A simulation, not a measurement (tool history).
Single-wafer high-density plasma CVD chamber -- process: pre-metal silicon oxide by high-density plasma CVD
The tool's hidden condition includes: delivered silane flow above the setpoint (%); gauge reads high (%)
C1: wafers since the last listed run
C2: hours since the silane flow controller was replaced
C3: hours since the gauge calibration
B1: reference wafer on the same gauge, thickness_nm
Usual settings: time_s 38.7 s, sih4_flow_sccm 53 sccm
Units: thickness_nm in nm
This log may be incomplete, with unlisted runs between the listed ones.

run 1 day=0 | time_s=38.7 sih4_flow_sccm=46 | C1=0 C2=4435.1 C3=158.6 | B1=231.965 | thickness_nm=187.415
run 2 day=2.112 | time_s=38.7 sih4_flow_sccm=46 | C1=964 C2=4485.8 C3=209.3 | B1=232.07 | thickness_nm=187.872
run 3 day=2.412 | time_s=38.7 sih4_flow_sccm=46 | C1=136 C2=4493 C3=216.5 | B1=231.99 | thickness_nm=187.869
run 4 day=3.146 | time_s=38.7 sih4_flow_sccm=49 | C1=334 C2=4510.6 C3=234.1 | B1=231.985 | thickness_nm=198.324
run 5 day=3.758 | time_s=43.5 sih4_flow_sccm=57 | C1=279 C2=4525.3 C3=248.8 | B1=231.956 | thickness_nm=255.213
run 6 day=4.367 | time_s=43.5 sih4_flow_sccm=57 | C1=277 C2=4539.9 C3=263.4 | B1=231.926 | thickness_nm=255.09
run 7 day=4.971 | time_s=38.7 sih4_flow_sccm=53 | C1=275 C2=4554.4 C3=277.9 | B1=232.014 | thickness_nm=212.365
run 8 day=6.108 | time_s=38.7 sih4_flow_sccm=53 | C1=519 C2=4581.7 C3=305.2 | B1=231.911 | thickness_nm=212.646
run 9 day=6.671 | time_s=38.7 sih4_flow_sccm=53 | C1=256 C2=4595.2 C3=318.7 | B1=232.009 | thickness_nm=213.072
run 10 day=7.2 | time_s=36.3 sih4_flow_sccm=53 | C1=241 C2=4607.9 C3=331.4 | B1=232.024 | thickness_nm=200.339
run 11 day=7.629 | time_s=36.3 sih4_flow_sccm=53 | C1=195 C2=4618.2 C3=341.7 | B1=232.046 | thickness_nm=199.691
run 12 day=7.958 | time_s=36.3 sih4_flow_sccm=53 | C1=150 C2=4626.1 C3=349.6 | B1=232.027 | thickness_nm=199.98
run 13 day=8.654 | time_s=38.7 sih4_flow_sccm=53 | C1=317 C2=4642.8 C3=366.3 | B1=231.984 | thickness_nm=213.596
run 14 day=9.383 | time_s=38.7 sih4_flow_sccm=53 | C1=332 C2=4660.3 C3=383.8 | B1=232.012 | thickness_nm=213.121
run 15 day=9.771 | time_s=38.7 sih4_flow_sccm=53 | C1=176 C2=4669.6 C3=393.1 | B1=231.94 | thickness_nm=213.035
run 16 day=10.292 | time_s=38.7 sih4_flow_sccm=53 | C1=237 C2=4682.1 C3=405.6 | B1=231.978 | thickness_nm=213.955
-- day=10.908 silane flow controller replaced
run 17 day=11.042 | time_s=33.1 sih4_flow_sccm=60 | C1=190 C2=3.2 C3=423.6 | B1=231.996 | thickness_nm=207.774
run 18 day=11.562 | time_s=38.7 sih4_flow_sccm=48 | C1=237 C2=15.7 C3=436.1 | B1=231.988 | thickness_nm=199.501
run 19 day=12.192 | time_s=33.1 sih4_flow_sccm=46 | C1=287 C2=30.8 C3=451.2 | B1=232.002 | thickness_nm=164.225
run 20 day=12.85 | time_s=31.2 sih4_flow_sccm=46 | C1=300 C2=46.6 C3=467 | B1=231.971 | thickness_nm=155.227
-- day=14.108 silane flow controller replaced, repeated, since the last time left the tool worse
run 21 day=14.271 | time_s=42.2 sih4_flow_sccm=53 | C1=496 C2=3.9 C3=501.1 | B1=232.044 | thickness_nm=222.22
run 22 day=14.658 | time_s=44.3 sih4_flow_sccm=53 | C1=176 C2=13.2 C3=510.4 | B1=231.971 | thickness_nm=232.631
run 23 day=14.954 | time_s=36.4 sih4_flow_sccm=59 | C1=135 C2=20.3 C3=517.5 | B1=231.994 | thickness_nm=210.795
run 24 day=15.408 | time_s=44.7 sih4_flow_sccm=59 | C1=207 C2=31.2 C3=528.4 | B1=232.009 | thickness_nm=258.553
-- day=15.692 gauge calibrated
run 25 day=15.767 | time_s=45.2 sih4_flow_sccm=57 | C1=163 C2=39.8 C3=1.8 | B1=232.025 | thickness_nm=253.708
run 26 day=17.054 | time_s=41.8 sih4_flow_sccm=62 | C1=587 C2=70.7 C3=32.7 | B1=232.01 | thickness_nm=253.135
run 27 day=17.492 | time_s=36.2 sih4_flow_sccm=61 | C1=199 C2=81.2 C3=43.2 | B1=231.971 | thickness_nm=215.63
run 28 day=18.092 | time_s=38.7 sih4_flow_sccm=53 | C1=273 C2=95.6 C3=57.6 | B1=231.994 | thickness_nm=203.05
run 29 day=18.638 | time_s=36.2 sih4_flow_sccm=61 | C1=249 C2=108.7 C3=70.7 | B1=232.01 | thickness_nm=216.265
run 30 day=18.896 | time_s=38.7 sih4_flow_sccm=53 | C1=117 C2=114.9 C3=76.9 | B1=231.911 | thickness_nm=203.727
run 31 day=19.475 | time_s=42.7 sih4_flow_sccm=53 | C1=264 C2=128.8 C3=90.8 | B1=231.943 | thickness_nm=224.523
run 32 day=20.188 | time_s=38.7 sih4_flow_sccm=53 | C1=325 C2=145.9 C3=107.9 | B1=231.999 | thickness_nm=203.264
run 33 day=20.842 | time_s=38.7 sih4_flow_sccm=46 | C1=298 C2=161.6 C3=123.6 | B1=231.998 | thickness_nm=179.429

Below, each run's measurement less what the same run would have read without the hidden state. Both values contain the same run-to-run variation, but the gauge's scatter may not be the same in both:
run=1 thickness_nm=+7.765
run=2 thickness_nm=+7.938
run=3 thickness_nm=+7.96
run=4 thickness_nm=+8.46
run=5 thickness_nm=+10.948
run=6 thickness_nm=+11.004
run=7 thickness_nm=+9.211
run=8 thickness_nm=+9.32
run=9 thickness_nm=+9.386
run=10 thickness_nm=+8.867
run=11 thickness_nm=+8.872
run=12 thickness_nm=+8.912
run=13 thickness_nm=+9.578
run=14 thickness_nm=+9.619
run=15 thickness_nm=+9.649
run=16 thickness_nm=+9.735
run=17 thickness_nm=+13.468
run=18 thickness_nm=+12.931
run=19 thickness_nm=+10.645
run=20 thickness_nm=+10.063
run=21 thickness_nm=-0.263
run=22 thickness_nm=-0.276
run=23 thickness_nm=-0.25
run=24 thickness_nm=-0.306
run=25 thickness_nm=-0.3
run=26 thickness_nm=-0.297
run=27 thickness_nm=-0.253
run=28 thickness_nm=-0.236
run=29 thickness_nm=-0.251
run=30 thickness_nm=-0.236
run=31 thickness_nm=-0.258
run=32 thickness_nm=-0.232
run=33 thickness_nm=-0.203
